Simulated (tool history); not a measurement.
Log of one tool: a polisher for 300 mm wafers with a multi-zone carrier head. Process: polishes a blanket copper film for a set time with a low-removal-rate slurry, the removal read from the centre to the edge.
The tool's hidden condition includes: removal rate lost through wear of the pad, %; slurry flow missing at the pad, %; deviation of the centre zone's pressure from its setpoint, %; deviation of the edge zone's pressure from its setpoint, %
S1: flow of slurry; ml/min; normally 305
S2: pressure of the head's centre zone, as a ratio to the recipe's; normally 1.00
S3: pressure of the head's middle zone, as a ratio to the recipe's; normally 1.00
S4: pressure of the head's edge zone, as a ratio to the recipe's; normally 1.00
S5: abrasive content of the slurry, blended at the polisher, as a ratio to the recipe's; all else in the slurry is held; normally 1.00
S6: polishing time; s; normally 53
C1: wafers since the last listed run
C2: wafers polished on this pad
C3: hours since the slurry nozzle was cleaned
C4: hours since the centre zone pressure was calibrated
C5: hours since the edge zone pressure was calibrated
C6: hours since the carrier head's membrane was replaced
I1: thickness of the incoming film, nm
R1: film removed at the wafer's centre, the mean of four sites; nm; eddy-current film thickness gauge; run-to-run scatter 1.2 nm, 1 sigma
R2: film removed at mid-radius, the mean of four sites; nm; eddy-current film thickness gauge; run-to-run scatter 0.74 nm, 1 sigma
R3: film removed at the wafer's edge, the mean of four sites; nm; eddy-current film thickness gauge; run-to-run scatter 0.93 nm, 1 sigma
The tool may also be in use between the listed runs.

run,day,S1,S2,S3,S4,S5,S6,C1,C2,C3,C4,C5,C6,I1,R1,R2,R3
1,0.000,305,1.00,1.00,0.96,1.00,61,0,1762,258.7,370.7,489.7,1353.2,1189.3,106.0,97.6,98.8
2,2.746,305,1.00,1.00,0.90,0.75,64,576,2338,324.6,436.6,555.6,1419.1,1206.4,107.4,97.9,94.6
# day 3.917: edge zone pressure recalibrated
# day 4.683: centre zone pressure recalibrated
3,5.712,270,1.00,1.04,1.09,1.00,53,587,2925,395.8,24.7,43.1,1490.3,1178.6,84.3,86.6,87.6
# day 7.842: worn pad replaced by a new one
4,7.862,305,1.00,1.00,1.00,1.00,53,416,4,447.4,76.3,94.7,1541.9,1184.2,83.6,83.4,87.3
# day 8.088: slurry nozzle cleaned
5,9.854,305,1.08,0.92,1.11,0.90,53,409,413,42.4,124.1,142.5,1589.7,1188.4,91.4,80.0,89.9
# day 11.271: carrier head's membrane replaced by a new one
6,11.292,205,1.03,1.00,0.96,1.20,53,257,671,76.9,158.6,177.0,0.5,1178.6,83.8,81.7,85.3
7,12.546,305,1.00,1.00,1.00,1.00,38,263,934,107.0,188.7,207.1,30.6,1173.1,61.5,60.6,62.2
8,15.258,305,0.93,1.00,1.00,1.10,53,569,1503,172.1,253.8,272.2,95.7,1192.2,82.5,84.9,87.7
9,16.912,305,0.96,0.89,1.00,1.00,64,347,1850,211.8,293.5,311.9,135.4,1199.1,105.4,97.7,103.5
10,18.825,345,1.06,1.00,1.00,1.25,69,401,2252,257.7,339.4,357.8,181.3,1186.0,128.3,115.1,117.1
11,20.996,215,1.00,1.00,1.08,1.00,53,455,2707,309.8,391.5,409.9,233.4,1188.7,87.3,80.4,87.2

Estimate the outcome of run 12 from the log above:
# day 22.875: worn pad replaced by a new one
# day 23.488: slurry nozzle cleaned
12,23.508,305,1.00,1.00,1.09,0.80,53,483,123,0.5,451.8,470.2,293.7,1189.0,?,?,?

{"run 12": {"R1": 94.1, "R2": 80.5, "R3": 85.5}}
Had the tool carried no hidden state, the very same run would have given R1 83.0 nm, R2 80.6 nm, R3 85.5 nm.
